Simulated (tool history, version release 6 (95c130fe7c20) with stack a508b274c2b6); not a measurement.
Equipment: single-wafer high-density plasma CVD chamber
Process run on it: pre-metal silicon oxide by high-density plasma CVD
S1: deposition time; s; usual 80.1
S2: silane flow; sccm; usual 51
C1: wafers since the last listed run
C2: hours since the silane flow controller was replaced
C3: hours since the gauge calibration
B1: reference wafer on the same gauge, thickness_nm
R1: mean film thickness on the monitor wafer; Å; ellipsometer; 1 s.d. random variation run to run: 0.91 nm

| run | hour | S1 | S2 | C1 | C2 | C3 | B1 | R1 |
|---|---|---|---|---|---|---|---|---|
| 1 | 0.0 | 80.1 | 51 | 0 | 408.8 | 1007.6 | 396.811 | 3981.17 |
| 2 | 45.4 | 80.1 | 51 | 909 | 454.2 | 1053.0 | 397.021 | 3969.68 |
| 3 | 99.8 | 80.1 | 51 | 1089 | 508.6 | 1107.4 | 396.806 | 3971.75 |
| 4 | 143.9 | 80.1 | 51 | 883 | 552.7 | 1151.5 | 396.947 | 3993.82 |
| 5 | 175.4 | 80.1 | 51 | 630 | 584.2 | 1183.0 | 396.599 | 3998.69 |
| 6 | 233.2 | 80.1 | 51 | 1157 | 642.0 | 1240.8 | 397.038 | 3994.55 |
| 7 | 301.7 | 84.9 | 51 | 1371 | 710.5 | 1309.3 | 397.297 | 4238.19 |
| 8 | 331.6 | 84.9 | 51 | 598 | 740.4 | 1339.2 | 396.940 | 4247.76 |
| 9 | 399.2 | 80.1 | 43 | 1353 | 808.0 | 1406.8 | 397.076 | 3373.36 |
| 10 | 448.1 | 80.1 | 43 | 979 | 856.9 | 1455.7 | 397.279 | 3382.73 |
| 11 | 496.1 | 85.6 | 44 | 961 | 904.9 | 1503.7 | 396.822 | 3672.94 |
| 12 | 538.4 | 80.1 | 58 | 847 | 947.2 | 1546.0 | 396.921 | 4562.15 |
| 13 | 581.9 | 80.1 | 51 | 871 | 990.7 | 1589.5 | 396.657 | 4003.10 |
| 14 | 638.6 | 80.1 | 51 | 1135 | 1047.4 | 1646.2 | 397.184 | 4023.72 |
| 15 | 666.1 | 80.1 | 51 | 550 | 1074.9 | 1673.7 | 397.276 | 4015.79 |
| 16 | 708.1 | 80.1 | 51 | 841 | 1116.9 | 1715.7 | 396.933 | 4019.60 |
| 17 | 749.5 | 80.1 | 51 | 829 | 1158.3 | 1757.1 | 396.612 | 4009.78 |
| 18 | 806.1 | 85.5 | 49 | 1133 | 1214.9 | 1813.7 | 397.418 | 4134.84 |
| 19 | 849.0 | 85.5 | 49 | 859 | 1257.8 | 1856.6 | 397.162 | 4108.11 |
|  | 863.3 | gauge calibrated |
| 20 | 879.0 | 80.1 | 47 | 600 | 1287.8 | 15.7 | 396.788 | 3719.64 |
| 21 | 913.8 | 84.0 | 58 | 696 | 1322.6 | 50.5 | 396.748 | 4812.98 |
| 22 | 942.9 | 80.1 | 51 | 582 | 1351.7 | 79.6 | 396.587 | 4022.58 |
| 23 | 977.2 | 80.1 | 51 | 686 | 1386.0 | 113.9 | 396.905 | 4018.65 |
| 24 | 1012.8 | 80.1 | 51 | 712 | 1421.6 | 149.5 | 396.795 | 4032.36 |
| 25 | 1062.8 | 76.0 | 60 | 1001 | 1471.6 | 199.5 | 396.935 | 4505.68 |
| 26 | 1087.8 | 74.3 | 60 | 500 | 1496.6 | 224.5 | 396.976 | 4409.86 |
| 27 | 1128.3 | 84.0 | 58 | 810 | 1537.1 | 265.0 | 397.062 | 4835.53 |
| 28 | 1158.3 | 92.2 | 56 | 600 | 1567.1 | 295.0 | 397.069 | 5099.60 |
| 29 | 1189.6 | 67.7 | 44 | 626 | 1598.4 | 326.3 | 397.023 | 2956.69 |
|  | 1240.6 | silane flow controller replaced |
| 30 | 1261.4 | 86.7 | 44 | 1277 | 20.8 | 398.1 | 396.854 | 3698.98 |
| 31 | 1330.9 | 80.1 | 51 | 1391 | 90.3 | 467.6 | 396.979 | 3982.49 |
| 32 | 1375.6 | 80.1 | 51 | 895 | 135.0 | 512.3 | 396.704 | 3995.27 |
| 33 | 1488.5 | 94.8 | 60 | 2260 | 247.9 | 625.2 | 397.027 | 5531.66 |
| 34 | 1515.0 | 80.1 | 51 | 530 | 274.4 | 651.7 | 397.038 | 3977.83 |
| 35 | 1577.5 | 80.1 | 51 | 1251 | 336.9 | 714.2 | 396.856 | 3971.55 |
| 36 | 1627.5 | 65.6 | 42 | 1001 | 386.9 | 764.2 | 397.097 | 2677.35 |
| 37 | 1680.6 | 80.1 | 51 | 1063 | 440.0 | 817.3 | 397.039 | 3982.01 |
| 38 | 1717.7 | 80.1 | 48 | 742 | 477.1 | 854.4 | 396.777 | 3746.49 |
| 39 | 1743.6 | 65.6 | 57 | 518 | 503.0 | 880.3 | 396.929 | 3652.39 |
| 40 | 1797.2 | 85.8 | 51 | 1073 | 556.6 | 933.9 | 397.293 | 4261.00 |
| 41 | 1864.5 | 93.5 | 57 | 1347 | 623.9 | 1001.2 | 396.910 | 5204.89 |
| 42 | 1895.9 | 80.1 | 61 | 628 | 655.3 | 1032.6 | 396.728 | 4763.93 |
| 43 | 1962.3 | 86.9 | 41 | 1329 | 721.7 | 1099.0 | 396.955 | 3474.79 |
| 44 | 1997.0 | 86.2 | 58 | 694 | 756.4 | 1133.7 | 397.189 | 4875.99 |
| 45 | 2043.3 | 80.1 | 51 | 927 | 802.7 | 1180.0 | 397.251 | 4013.02 |

Selected run-to-run steps in R1, each split into two signed amounts: the part the tool would show with no hidden state at all (from settings, incoming material and random variation), and the remainder, which goes to the hidden state together with any gauge scatter not common to the measured and the hidden-state-free results:
Hidden state at play: delivered silane flow above the setpoint (%); gauge reads high (%).
Run 20 -> 21: S1 80.1 -> 84.0, S2 47 -> 58. R1 +1093.34 Å: hidden state +17.11, all else +1076.23.
Run 28 -> 29: S1 92.2 -> 67.7, S2 56 -> 44. R1 -2142.91 Å: hidden state -36.97, all else -2105.94.
Run 29 -> 30: S1 67.7 -> 86.7, silane flow controller replaced. R1 +742.29 Å: hidden state -53.29, all else +795.58.
Run 32 -> 33: S1 80.1 -> 94.8, S2 51 -> 60. R1 +1536.39 Å: hidden state +2.53, all else +1533.86.
Run 33 -> 34: S1 94.8 -> 80.1, S2 60 -> 51. R1 -1553.83 Å: hidden state -1.10, all else -1552.73.
